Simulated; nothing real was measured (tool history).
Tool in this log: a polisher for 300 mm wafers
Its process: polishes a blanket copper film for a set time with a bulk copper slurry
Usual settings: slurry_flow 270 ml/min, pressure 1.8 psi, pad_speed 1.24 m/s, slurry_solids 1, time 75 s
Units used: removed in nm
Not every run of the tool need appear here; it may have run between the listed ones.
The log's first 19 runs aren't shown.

run,hour,slurry_flow,pressure,pad_speed,slurry_solids,time,wafers since the last listed run,wafers polished on this pad,hours since the slurry nozzle was cleaned,hours since the head pressure was calibrated,hours since the slurry blender was calibrated,"incoming thickness of the incoming film, nm",removed
20,1372.1,295,1.8,1.24,1,75,506,2458,170.4,553.3,189.7,1905.5,543.4
21,1422.7,295,1.8,1.24,1,75,511,2970,221,603.9,240.3,1923.5,540
22,1477.4,270,1.8,1.24,1.25,75,553,3523,275.7,658.6,295,1886.3,552.8
23,1527.1,340,1.8,1.1,1,75,502,4026,325.4,708.3,344.7,1914,478.2
24,1578.4,270,1.5,1.24,1,75,518,4545,376.7,759.6,396,1888.3,436.4
# hour 1605.3: head pressure recalibrated
25,1676.3,270,1.8,1.24,1,75,969,5515,474.6,71,493.9,1894,518.7
26,1730.2,270,1.8,1.24,1,75,545,6060,528.5,124.9,547.8,1879.4,513.8
# hour 1778.7: slurry blender recalibrated
# hour 1791.7: worn pad replaced by a new one
27,1798.2,270,1.8,1.24,1,75,627,65,596.5,192.9,19.5,1859,560.2
28,1844.2,245,2.1,1.24,1,75,465,530,642.5,238.9,65.5,1903.7,638.3
29,1893,270,1.8,1.44,1.2,75,493,1024,691.3,287.7,114.3,1921.2,670.6
# hour 1958: slurry nozzle cleaned
30,1960.2,270,1.8,0.96,1,75,669,1693,2.2,354.9,181.5,1854.7,420.5
31,1999.2,270,1.3,1.24,1.15,75,394,2088,41.2,393.9,220.5,1878.4,400.7

3 ways to go on from here, each from the tool as it stands after run 31. What would each give?
A,1999.7,270,1.8,1.24,1,54,5,2093,41.7,394.4,221,1913.8,?
B,1999.7,270,1.8,1.56,1.15,87,5,2093,41.7,394.4,221,1913.8,?
C,1999.7,335,1.8,1.1,1,75,5,2093,41.7,394.4,221,1913.8,?

run,removed
A,391
B,824.3
C,491.9
With no hidden state in the tool, these same runs would have given:
run,removed
A,411.4
B,868.5
C,517.6
